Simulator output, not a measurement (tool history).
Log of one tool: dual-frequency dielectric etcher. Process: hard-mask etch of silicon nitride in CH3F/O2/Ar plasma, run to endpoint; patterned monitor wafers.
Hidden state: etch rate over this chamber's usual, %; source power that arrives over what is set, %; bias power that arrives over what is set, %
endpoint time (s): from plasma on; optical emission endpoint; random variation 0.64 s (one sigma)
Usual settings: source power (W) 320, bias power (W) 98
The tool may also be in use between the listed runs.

run,day,source power (W),bias power (W),wafers since the last listed run,hours since the last wet clean,hours since the last source power generator calibration,hours since the last bias power generator calibration,hours since the last upper electrode change,"incoming incoming film thickness, nm",endpoint time (s)
1,0,320,98,0,230.9,1860.4,2024.4,4273.6,49.47,74.2
2,2.675,320,98,957,295.1,1924.6,2088.6,4337.8,50.17,74.4
3,3.917,320,82,444,324.9,1954.4,2118.4,4367.6,49.57,78.9
4,6.475,380,98,916,386.3,2015.8,2179.8,4429,49.71,68.8
5,8.25,260,98,635,428.9,2058.4,2222.4,4471.6,49.95,77
# day 10.983: wet clean of the chamber
6,11.238,260,98,711,6.1,2130.1,2294.1,4543.3,49.7,79.6
7,12.608,260,98,490,39,2163,2327,4576.2,49.92,80.8
8,13.65,320,114,373,64,2188,2352,4601.2,49.96,69.9
9,15.958,320,116,826,119.4,2243.4,2407.4,4656.6,49.63,69.4
# day 17.4: upper electrode replaced
10,17.971,320,116,362,167.7,2291.7,2455.7,13.7,49.55,68.5
11,19.233,280,105,452,198,2322,2486,44,49.47,73.9
12,27.629,320,98,3006,399.5,2523.5,2687.5,245.5,49.76,71.8
13,28.85,320,111,437,428.8,2552.8,2716.8,274.8,49.84,68.2
# day 30.229: source power generator calibrated
# day 30.25: wet clean of the chamber
# day 32.312: bias power generator calibrated
14,35.154,280,84,2129,117.7,118.2,68.2,426.1,49.85,84.1
15,37.242,360,88,747,167.8,168.3,118.3,476.2,49.66,74.7
16,39.092,260,76,662,212.2,212.7,162.7,520.6,49.8,87.1
17,40.188,280,84,392,238.5,239,189,546.9,49.9,82.4
18,42.292,240,110,753,289,289.5,239.5,597.4,50.08,76.6
19,44.688,250,87,857,346.5,347,297,654.9,50.38,83.3
20,46.779,370,98,749,396.7,397.2,347.2,705.1,49.75,69.1
21,49.15,260,120,849,453.6,454.1,404.1,762,49.11,68.5

4 ways to go on from here, each from the tool as it stands after run 21. What would each give?
A,49.167,320,120,5,454,454.5,404.5,762.4,49.92,?
B,49.167,280,90,5,454,454.5,404.5,762.4,49.92,?
C,49.167,360,90,5,454,454.5,404.5,762.4,49.92,?
D,49.167,290,114,5,454,454.5,404.5,762.4,49.92,?

run,endpoint time (s)
A,65.5
B,77.6
C,71.7
D,69.1
Without the tool's hidden state the same runs would have given:
run,endpoint time (s)
A,68.3
B,81
C,74.8
D,72.1

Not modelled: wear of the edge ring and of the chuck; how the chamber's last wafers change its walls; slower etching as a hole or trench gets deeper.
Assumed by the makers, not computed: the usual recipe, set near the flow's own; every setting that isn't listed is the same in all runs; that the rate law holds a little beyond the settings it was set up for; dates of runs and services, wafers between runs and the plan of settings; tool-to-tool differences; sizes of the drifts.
